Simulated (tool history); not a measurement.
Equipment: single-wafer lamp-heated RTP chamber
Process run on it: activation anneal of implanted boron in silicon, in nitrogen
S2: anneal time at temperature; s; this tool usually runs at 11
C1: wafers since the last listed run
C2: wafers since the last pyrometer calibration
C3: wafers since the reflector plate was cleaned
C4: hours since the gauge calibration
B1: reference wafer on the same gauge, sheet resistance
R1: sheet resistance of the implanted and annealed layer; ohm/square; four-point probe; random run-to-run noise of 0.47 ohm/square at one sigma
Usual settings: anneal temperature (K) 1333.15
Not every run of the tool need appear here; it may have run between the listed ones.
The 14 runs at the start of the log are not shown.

run 15 hour=1133.2 | anneal_temperature_(K)=1351.15 S2=11 | C1=659 C2=6251 C3=3926 C4=1062.6 | B1=94.37 | R1=79.48
run 16 hour=1225 | anneal_temperature_(K)=1319.15 S2=17 | C1=1461 C2=7712 C3=5388 C4=1154.4 | B1=94.44 | R1=82.86
run 17 hour=1312.1 | anneal_temperature_(K)=1333.15 S2=11 | C1=1386 C2=9099 C3=6775 C4=1241.5 | B1=94.44 | R1=82.14
run 18 hour=1378.7 | anneal_temperature_(K)=1308.15 S2=11 | C1=1060 C2=10159 C3=7835 C4=1308.1 | B1=94.55 | R1=86.18
-- hour=1397.9 pyrometer window cleaned and pyrometer calibrated
run 19 hour=1432.3 | anneal_temperature_(K)=1354.15 S2=15 | C1=725 C2=547 C3=8561 C4=1361.7 | B1=94.55 | R1=78.72
run 20 hour=1489.4 | anneal_temperature_(K)=1304.15 S2=14 | C1=909 C2=1456 C3=9470 C4=1418.8 | B1=94.53 | R1=85.71
run 21 hour=1583.3 | anneal_temperature_(K)=1312.15 S2=7 | C1=1494 C2=2951 C3=10965 C4=1512.7 | B1=94.35 | R1=86.74
-- hour=1600.2 reflector plate cleaned
-- hour=1629.7 gauge calibrated
run 22 hour=1685.9 | anneal_temperature_(K)=1344.15 S2=11 | C1=1506 C2=4457 C3=1363 C4=56.2 | B1=92.03 | R1=78.64
run 23 hour=1790.9 | anneal_temperature_(K)=1318.15 S2=6 | C1=1671 C2=6129 C3=3035 C4=161.2 | B1=92.32 | R1=83.35
run 24 hour=1853.2 | anneal_temperature_(K)=1352.15 S2=5 | C1=991 C2=7121 C3=4027 C4=223.5 | B1=92.71 | R1=80.71
run 25 hour=1959.9 | anneal_temperature_(K)=1333.15 S2=11 | C1=1698 C2=8819 C3=5726 C4=330.2 | B1=92.86 | R1=80.25
run 26 hour=2018.2 | anneal_temperature_(K)=1333.15 S2=13 | C1=928 C2=9748 C3=6654 C4=388.5 | B1=93.2 | R1=79.47
run 27 hour=2099.6 | anneal_temperature_(K)=1320.15 S2=15 | C1=1295 C2=11044 C3=7950 C4=469.9 | B1=93.45 | R1=82.07
-- hour=2197 pyrometer window cleaned and pyrometer calibrated
run 28 hour=2197.5 | anneal_temperature_(K)=1313.15 S2=17 | C1=1431 C2=8 C3=9381 C4=567.8 | B1=93.5 | R1=82.79
run 29 hour=2273.6 | anneal_temperature_(K)=1360.15 S2=17 | C1=1211 C2=1219 C3=10592 C4=643.9 | B1=93.75 | R1=76.52
-- hour=2289.1 reflector plate cleaned
run 30 hour=2314 | anneal_temperature_(K)=1346.15 S2=11 | C1=515 C2=1735 C3=395 C4=684.3 | B1=93.74 | R1=79.57
run 31 hour=2380.4 | anneal_temperature_(K)=1333.15 S2=11 | C1=1057 C2=2792 C3=1453 C4=750.7 | B1=94.14 | R1=81.35
run 32 hour=2481.3 | anneal_temperature_(K)=1342.15 S2=16 | C1=1606 C2=4399 C3=3059 C4=851.6 | B1=94.21 | R1=79.54
run 33 hour=2557.6 | anneal_temperature_(K)=1349.15 S2=15 | C1=1214 C2=5613 C3=4274 C4=927.9 | B1=94.32 | R1=78.24
run 34 hour=2657.3 | anneal_temperature_(K)=1333.15 S2=18 | C1=1587 C2=7201 C3=5861 C4=1027.6 | B1=94.55 | R1=79.96
run 35 hour=2698.6 | anneal_temperature_(K)=1333.15 S2=18 | C1=657 C2=7858 C3=6519 C4=1068.9 | B1=94.57 | R1=79.88

Forecast each of these 5 alternatives for the next run:
run A hour=2699 | anneal_temperature_(K)=1333.15 S2=6 | C1=6 C2=7865 C3=6525 C4=1069.3 | B1=? | R1=?
run B hour=2699 | anneal_temperature_(K)=1359.15 S2=6 | C1=6 C2=7865 C3=6525 C4=1069.3 | B1=? | R1=?
run C hour=2699 | anneal_temperature_(K)=1324.15 S2=11 | C1=6 C2=7865 C3=6525 C4=1069.3 | B1=? | R1=?
run D hour=2699 | anneal_temperature_(K)=1304.15 S2=17 | C1=6 C2=7865 C3=6525 C4=1069.3 | B1=? | R1=?
run E hour=2699 | anneal_temperature_(K)=1342.15 S2=6 | C1=6 C2=7865 C3=6525 C4=1069.3 | B1=? | R1=?

run=A B1=94.44 R1=82.61
run=B B1=94.44 R1=79.8
run=C B1=94.44 R1=82.14
run=D B1=94.44 R1=84.56
run=E B1=94.44 R1=81.54
Without the tool's hidden state the same runs would have given:
run=A R1=80.17
run=B R1=77.44
run=C R1=79.71
run=D R1=82.06
run=E R1=79.13
